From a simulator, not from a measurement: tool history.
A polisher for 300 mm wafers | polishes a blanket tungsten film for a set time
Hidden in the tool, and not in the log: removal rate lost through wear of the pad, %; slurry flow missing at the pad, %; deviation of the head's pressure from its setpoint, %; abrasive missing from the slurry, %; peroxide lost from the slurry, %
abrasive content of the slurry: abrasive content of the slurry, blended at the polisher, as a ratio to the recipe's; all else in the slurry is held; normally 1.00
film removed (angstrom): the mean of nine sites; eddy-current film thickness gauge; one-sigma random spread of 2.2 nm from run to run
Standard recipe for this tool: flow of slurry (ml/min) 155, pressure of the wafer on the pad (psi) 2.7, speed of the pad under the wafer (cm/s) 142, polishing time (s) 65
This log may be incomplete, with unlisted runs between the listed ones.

run	hour	flow of slurry (ml/min)	pressure of the wafer on the pad (psi)	speed of the pad under the wafer (cm/s)	abrasive content of the slurry	polishing time (s)	wafers since the last listed run	wafers polished on this pad	hours since the slurry nozzle was cleaned	hours since the head pressure was calibrated	hours since the slurry blender was calibrated	hours since the slurry got fresh peroxide	incoming thickness of the incoming film, nm	film removed (angstrom)
1	0.0	155	2.7	142	0.90	65	0	465	340.0	583.8	147.2	31.9	893.2	2866
2	24.6	155	2.7	142	0.90	65	296	761	364.6	608.4	171.8	56.5	919.8	2837
# hour 57.8: worn pad replaced by a new one
3	59.5	155	2.7	142	1.00	65	371	20	399.5	643.3	206.7	91.4	897.6	2970
4	72.6	155	2.4	142	1.00	65	157	178	412.6	656.4	219.8	104.5	920.7	2658
5	88.4	155	2.7	142	1.20	65	190	368	428.4	672.2	235.6	120.3	902.3	3172
6	110.4	155	2.7	142	1.20	65	264	633	450.4	694.2	257.6	142.3	905.6	3217
# hour 115.0: slurry tank refilled with fresh slurry and peroxide
7	124.2	155	2.7	142	1.00	70	154	787	464.2	708.0	271.4	9.2	898.4	3142
# hour 161.3: worn pad replaced by a new one
8	161.8	155	2.7	142	1.00	70	404	6	501.8	745.6	309.0	46.8	882.5	3219
9	178.2	155	2.7	142	1.00	70	197	203	518.2	762.0	325.4	63.2	919.1	3163
10	191.5	125	2.7	160	1.00	65	160	364	531.5	775.3	338.7	76.5	890.5	3224
# hour 195.5: head pressure recalibrated
11	224.0	140	2.7	142	1.00	65	367	731	564.0	28.5	371.2	109.0	901.5	3057
# hour 248.8: worn pad replaced by a new one
12	249.3	190	2.7	164	1.15	42	256	5	589.3	53.8	396.5	134.3	900.3	2504
# hour 261.5: slurry tank refilled with fresh slurry and peroxide
13	285.2	155	2.7	142	1.00	65	420	425	625.2	89.7	432.4	23.7	910.5	3066
# hour 313.8: slurry blender recalibrated
14	314.3	155	2.7	142	1.00	65	326	751	654.3	118.8	0.5	52.8	908.0	3078
# hour 326.3: slurry nozzle cleaned
15	327.1	100	2.7	184	1.10	65	142	893	0.8	131.6	13.3	65.6	894.8	3907
# hour 334.2: worn pad replaced by a new one
16	352.4	110	3.5	92	1.20	65	256	218	26.1	156.9	38.6	90.9	915.0	2585
17	365.7	200	2.1	164	0.85	65	160	378	39.4	170.2	51.9	104.2	889.5	2755
# hour 375.3: slurry tank refilled with fresh slurry and peroxide
18	392.7	155	3.2	142	1.00	65	312	691	66.4	197.2	78.9	17.4	901.3	3509
19	421.7	155	2.7	168	0.75	50	349	1040	95.4	226.2	107.9	46.4	896.6	2449
# hour 439.9: worn pad replaced by a new one
20	445.7	125	2.7	98	1.25	86	240	69	119.4	250.2	131.9	70.4	909.8	2906
21	465.6	155	2.7	142	1.00	65	239	309	139.3	270.1	151.8	90.3	901.0	3005

What differs in the tool's unlogged condition from the final listed run ahead of each entry between runs to the first listed run following it?
Logged between run 2 and run 3: worn pad replaced by a new one (hour 57.8)
  deviation of the head's pressure from its setpoint, %: -6.15 -> -6.25
  measured less the result without the state, film removed (angstrom): -155 -> -166
Logged between run 6 and run 7: slurry tank refilled with fresh slurry and peroxide (hour 115.0)
  deviation of the head's pressure from its setpoint, %: -6.37 -> -6.4
  measured less the result without the state, film removed (angstrom): -183 -> -180
Logged between run 7 and run 8: worn pad replaced by a new one (hour 161.3)
  deviation of the head's pressure from its setpoint, %: -6.4 -> -6.48
  measured less the result without the state, film removed (angstrom): -180 -> -187
Logged between run 10 and run 11: head pressure recalibrated (hour 195.5)
  deviation of the head's pressure from its setpoint, %: -6.53 -> -0.186
  measured less the result without the state, film removed (angstrom): -189 -> -5
Logged between run 11 and run 12: worn pad replaced by a new one (hour 248.8)
  deviation of the head's pressure from its setpoint, %: -0.186 -> -0.755
  measured less the result without the state, film removed (angstrom): -5 -> -16
Logged between run 12 and run 13: slurry tank refilled with fresh slurry and peroxide (hour 261.5)
  deviation of the head's pressure from its setpoint, %: -0.755 -> -1.48
  measured less the result without the state, film removed (angstrom): -16 -> -39
Logged between run 13 and run 14: slurry blender recalibrated (hour 313.8)
  deviation of the head's pressure from its setpoint, %: -1.48 -> -2
  measured less the result without the state, film removed (angstrom): -39 -> -54
Logged between run 14 and run 15: slurry nozzle cleaned (hour 326.3)
  deviation of the head's pressure from its setpoint, %: -2 -> -2.22
  measured less the result without the state, film removed (angstrom): -54 -> -75
Logged between run 15 and run 16: worn pad replaced by a new one (hour 334.2)
  deviation of the head's pressure from its setpoint, %: -2.22 -> -2.61
  measured less the result without the state, film removed (angstrom): -75 -> -59
Logged between run 17 and run 18: slurry tank refilled with fresh slurry and peroxide (hour 375.3)
  deviation of the head's pressure from its setpoint, %: -2.81 -> -3.18
  measured less the result without the state, film removed (angstrom): -68 -> -97
Logged between run 19 and run 20: worn pad replaced by a new one (hour 439.9)
  deviation of the head's pressure from its setpoint, %: -3.54 -> -3.81
  measured less the result without the state, film removed (angstrom): -76 -> -97

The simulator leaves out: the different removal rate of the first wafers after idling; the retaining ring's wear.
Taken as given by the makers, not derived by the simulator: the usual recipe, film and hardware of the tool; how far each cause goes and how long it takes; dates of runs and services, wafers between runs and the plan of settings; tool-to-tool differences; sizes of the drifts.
